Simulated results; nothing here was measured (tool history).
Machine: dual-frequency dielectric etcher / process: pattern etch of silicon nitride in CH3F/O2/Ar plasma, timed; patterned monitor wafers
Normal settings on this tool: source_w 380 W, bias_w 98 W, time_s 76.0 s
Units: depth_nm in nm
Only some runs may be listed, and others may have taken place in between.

run     day  source_w  bias_w  time_s  read-back reference wafer on the same gauge, depth_nm  depth_nm
  1   0.000       380      98    76.0                                                   69.5      58.8
  2   2.096       380      98    76.0                                                   69.4      58.8
  3   5.225       380      98    76.0                                                   69.5      58.8
  4   8.625       380      98    76.0                                                   69.5      58.8
  5  11.483       380      98    76.0                                                   69.5      58.8
  6  13.400       380      98    76.0                                                   69.5      58.7
  7  16.988       440      80    76.0                                                   69.5      58.4
  8  18.971       410      98    93.5                                                   69.5      74.5
  9  21.700       380      98    76.0                                                   69.5      58.8
 10  24.600       340      98    76.0                                                   69.5      55.8
 11  26.571       380      98    76.0                                                   69.5      58.6
 12  28.650       380      98    76.0                                                   69.6      58.9
 13  31.217       300     112    83.5                                                   69.5      60.8
 14  34.067       280     110    59.5                                                   69.5      41.5
 15  36.762       380      98    76.0                                                   69.5      58.8
 16  38.808       470     111    57.5                                                   69.5      51.3
 17  41.471       380      98    76.0                                                   69.5      58.9
 18  43.367       380     106    76.0                                                   69.5      60.6
 19  47.000       410      98    66.0                                                   69.5      53.1
 20  51.029       450     110    93.0                                                   69.5      81.0
 21  63.312       350      87    64.0                                                   69.5      45.6
 22  66.504       470     121    89.5                                                   69.5      82.7
 23  68.117       440      92    76.0                                                   69.5      61.5
 24  71.275       380      98    76.0                                                   69.5      58.8
 25  73.754       340     107    84.5                                                   69.5      64.0
 26  76.275       310     107    76.0                                                   69.5      55.3
 27  79.392       450      98    76.0                                                   69.5      63.6
 28  82.050       380      98    76.0                                                   69.5      58.8
 29  85.621       380      98    76.0                                                   69.5      58.7

Taken out of this log: 5 entries between the listed runs. Where each belongs, and how the hidden state differs across it:
Logged between run 1 and run 2: wet clean of the chamber (day 1.708)
  nothing in the hidden state changes from one run to the other
Logged between run 13 and run 14: wet clean of the chamber (day 32.817)
  nothing in the hidden state changes from one run to the other
Logged between run 14 and run 15: source power generator calibrated (day 36.742)
  nothing in the hidden state changes from one run to the other
Logged between run 20 and run 21: bias power generator calibrated (day 51.404); wet clean of the chamber (day 61.133)
  nothing in the hidden state changes from one run to the other

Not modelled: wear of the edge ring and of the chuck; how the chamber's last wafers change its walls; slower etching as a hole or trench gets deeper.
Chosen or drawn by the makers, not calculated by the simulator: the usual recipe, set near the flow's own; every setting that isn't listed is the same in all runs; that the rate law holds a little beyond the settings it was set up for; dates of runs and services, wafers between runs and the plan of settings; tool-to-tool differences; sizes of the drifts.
